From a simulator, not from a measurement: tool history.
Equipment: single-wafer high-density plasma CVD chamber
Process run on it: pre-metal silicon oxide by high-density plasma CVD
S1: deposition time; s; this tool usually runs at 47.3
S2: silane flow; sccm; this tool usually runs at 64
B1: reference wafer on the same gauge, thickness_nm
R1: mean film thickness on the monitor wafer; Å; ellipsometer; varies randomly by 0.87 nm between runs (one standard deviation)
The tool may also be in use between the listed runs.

run,hour,S1,S2,B1,R1
1,0.0,47.3,58,348.224,2586.21
2,31.3,47.3,58,347.945,2584.82
3,56.3,47.3,58,347.975,2580.98
4,73.0,52.9,64,348.045,3176.42
5,95.3,52.9,64,348.131,3173.57
6,118.3,52.9,64,348.361,3163.19
7,143.3,47.3,67,348.080,2975.82
8,176.2,47.3,67,347.889,2963.78
9,214.6,47.3,67,348.614,2967.00
10,245.5,47.3,64,347.949,2832.36
# hour 291.0: gauge calibrated
# hour 353.1: silane flow controller replaced
11,353.6,52.4,54,347.980,2822.16
12,371.6,52.4,54,347.510,2822.49
13,451.5,39.8,72,348.213,2810.00
14,478.0,47.3,64,348.049,2986.50
15,505.9,43.7,73,347.909,3153.77
16,529.3,53.8,76,347.949,3987.76
17,564.2,49.9,69,348.349,3399.45
18,589.1,53.6,52,347.785,2767.46
19,623.8,47.3,54,348.331,2540.87
20,637.2,52.1,72,347.614,3669.93
21,658.4,54.8,72,347.921,3865.56
22,689.7,44.5,69,348.057,3021.98
23,716.9,41.4,71,347.712,2876.26
24,733.2,41.1,59,347.941,2409.16
25,764.8,40.2,76,348.127,2981.75
26,793.6,47.3,64,347.853,2979.23
27,805.8,52.1,54,347.845,2783.90
28,825.8,47.3,64,348.282,2976.23

Branching from run 28: 4 alternative next runs. What would each branch give?
A,826.2,47.3,64,?,?
B,826.2,38.5,69,?,?
C,826.2,51.2,64,?,?
D,826.2,53.5,64,?,?

run,B1,R1
A,347.948,2960.20
B,347.948,2590.56
C,347.948,3204.27
D,347.948,3348.21
Without the tool's hidden state the same runs would have given:
run,R1
A,2991.27
B,2617.76
C,3237.90
D,3383.36

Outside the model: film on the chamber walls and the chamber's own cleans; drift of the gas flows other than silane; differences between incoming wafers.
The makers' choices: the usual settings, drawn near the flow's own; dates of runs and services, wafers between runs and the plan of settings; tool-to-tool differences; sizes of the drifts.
